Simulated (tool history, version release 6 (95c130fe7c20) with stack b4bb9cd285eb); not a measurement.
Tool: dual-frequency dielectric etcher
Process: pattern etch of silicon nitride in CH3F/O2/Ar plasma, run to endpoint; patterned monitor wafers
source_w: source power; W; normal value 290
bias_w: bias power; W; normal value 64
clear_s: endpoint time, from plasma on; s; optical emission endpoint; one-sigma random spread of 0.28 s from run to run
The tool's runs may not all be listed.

run	day	source_w	bias_w	wafers since the last listed run	hours since the last wet clean	hours since the last source power generator calibration	hours since the last bias power generator calibration	hours since the last upper electrode change	incoming incoming film thickness, nm	clear_s
1	0.000	260	64	0	182.9	4181.0	1975.6	2909.9	44.34	77.9
2	1.762	290	64	396	225.2	4223.3	2017.9	2952.2	44.01	74.7
3	3.150	290	64	311	258.5	4256.6	2051.2	2985.5	44.03	74.7
4	3.921	290	64	173	277.0	4275.1	2069.7	3004.0	44.00	74.6
5	5.392	290	53	330	312.3	4310.4	2105.0	3039.3	44.42	80.0
6	6.504	290	64	250	339.0	4337.1	2131.7	3066.0	43.84	74.5
7	7.800	290	51	291	370.1	4368.2	2162.8	3097.1	44.31	80.5
8	9.158	290	51	305	402.7	4400.8	2195.4	3129.7	43.81	79.3
# day 11.279: upper electrode replaced
9	11.300	330	54	256	454.1	4452.2	2246.8	0.5	43.24	73.7
10	11.317	330	54	3	454.5	4452.6	2247.2	0.9	43.82	75.0
11	11.792	270	64	106	465.9	4464.0	2258.6	12.3	44.13	77.8
12	12.704	270	64	205	487.8	4485.9	2280.5	34.2	43.78	77.3
13	14.188	270	64	333	523.4	4521.5	2316.1	69.8	43.35	76.0
14	14.983	290	64	178	542.5	4540.6	2335.2	88.9	44.17	76.1
15	16.208	240	76	275	571.9	4570.0	2364.6	118.3	43.95	76.9
16	16.742	290	64	119	584.7	4582.8	2377.4	131.1	43.97	75.8
17	17.462	290	64	162	602.0	4600.1	2394.7	148.4	43.96	75.9
18	18.158	290	64	156	618.7	4616.8	2411.4	165.1	44.16	76.5
# day 19.792: wet clean of the chamber
19	19.812	260	51	147	0.5	4656.5	2451.1	204.8	43.79	81.2
20	20.288	250	51	106	11.9	4667.9	2462.5	216.2	44.20	83.5
# day 20.742: bias power generator calibrated
21	21.492	320	58	233	40.8	4696.8	18.0	245.1	44.24	73.8
# day 21.858: source power generator calibrated
22	22.175	290	76	116	57.2	7.6	34.4	261.5	43.88	70.3
23	22.858	360	64	153	73.6	24.0	50.8	277.9	43.56	67.9
24	23.796	310	64	210	96.1	46.5	73.3	300.4	43.85	72.4
25	24.454	290	64	147	111.9	62.3	89.1	316.2	43.86	74.0
26	25.492	260	64	233	136.8	87.2	114.0	341.1	43.58	77.0
27	26.712	220	73	274	166.1	116.5	143.3	370.4	44.12	79.6
28	27.262	330	55	123	179.3	129.7	156.5	383.6	43.87	73.9
29	27.900	360	78	143	194.6	145.0	171.8	398.9	43.78	65.3

Consider 4 possible next runs. They are alternatives, not a sequence: every one starts from the tool as it was left by run 29. What does each give?
A	27.917	250	64	3	195.0	145.4	172.2	399.3	44.32	?
B	27.917	310	55	3	195.0	145.4	172.2	399.3	44.32	?
C	27.917	290	79	3	195.0	145.4	172.2	399.3	44.32	?
D	27.917	340	64	3	195.0	145.4	172.2	399.3	44.32	?

run	clear_s
A	79.4
B	76.8
C	70.8
D	71.2
The same runs, with their run-to-run variation unchanged, on a tool lacking any hidden condition would have given:
run	clear_s
A	78.7
B	76.1
C	70.2
D	70.6
